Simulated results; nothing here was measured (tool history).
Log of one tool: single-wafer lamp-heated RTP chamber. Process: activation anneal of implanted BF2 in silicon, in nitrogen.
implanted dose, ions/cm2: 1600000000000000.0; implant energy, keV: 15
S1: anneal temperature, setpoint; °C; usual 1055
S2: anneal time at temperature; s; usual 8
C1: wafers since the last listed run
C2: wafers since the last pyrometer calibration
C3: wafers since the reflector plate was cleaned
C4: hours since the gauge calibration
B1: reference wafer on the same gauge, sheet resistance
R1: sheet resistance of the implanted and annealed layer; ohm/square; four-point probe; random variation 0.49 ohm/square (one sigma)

run   hour    S1  S2    C1    C2    C3     C4      B1      R1
  1    0.0  1055  10     0  1123   872  344.2  178.02  142.32
  2   20.8  1055  10   229  1353  1102  365.0  178.09  141.97
  3   44.9  1055  10   266  1619  1368  389.1  178.00  141.61
      74.9  -- gauge calibrated
  4   79.3  1055   8   380  1999  1749    4.4  178.09  147.59
  5  106.5  1063   8   300  2300  2049   31.6  177.88  140.04
  6  139.3  1063   8   362  2662  2412   64.4  178.13  139.48
  7  153.9  1063   8   161  2823  2573   79.0  177.84  140.00
  8  171.8  1038   8   197  3021  2771   96.9  178.08  167.89
  9  190.2  1038   8   203  3225  2974  115.3  177.92  166.46
 10  219.9  1055   8   328  3553  3302  145.0  178.19  147.15
     232.3  -- reflector plate cleaned
 11  235.9  1055   8    88  3641    40  161.0  177.87  152.84
 12  263.8  1055   8   308  3949   348  188.9  177.90  151.23
 13  291.3  1055   8   303  4253   652  216.4  177.96  150.80
 14  311.7  1043  13   225  4479   877  236.8  177.96  147.35
 15  330.2  1028  12   204  4683  1082  255.3  177.97  168.90
 16  355.2  1055   5   276  4959  1358  280.3  178.12  164.18
 17  422.2  1085  11   740  5700  2098  347.3  177.96  113.83
 18  444.5  1055   8   246  5946  2345  369.6  177.87  147.43
     468.6  -- pyrometer window cleaned and pyrometer calibrated
 19  479.1  1065   8   293   115  2639  404.2  178.10  137.74
 20  507.7  1036  11   316   431  2955  432.8  177.98  157.48
     529.0  -- gauge calibrated
 21  530.5  1055   8   251   683  3207    1.5  177.93  146.81
     554.8  -- reflector plate cleaned
 22  555.3  1079  10   185   869     5   26.3  178.00  125.40
 23  574.1  1077   9   207  1077   213   45.1  178.18  129.71
 24  664.7  1038   4  1001  2078  1214  135.7  177.98  195.06
 25  685.4  1071   4   228  2307  1442  156.4  178.12  152.94
 26  703.9  1065   9   204  2511  1647  174.9  178.06  135.39
 27  732.0  1079  10   310  2822  1957  203.0  177.99  120.71

3 ways to go on from here, each from the tool as it stands after run 27. What would each give?
  A  732.4  1055  12   4  2826  1962  203.4   ?   ?
  B  732.4  1045   9   4  2826  1962  203.4   ?   ?
  C  732.4  1066  10   4  2826  1962  203.4   ?   ?

run      B1      R1
  A  177.85  135.47
  B  177.85  154.59
  C  177.85  131.15
Without the tool's hidden state the same runs would have given:
run      R1
  A  140.47
  B  160.92
  C  135.62
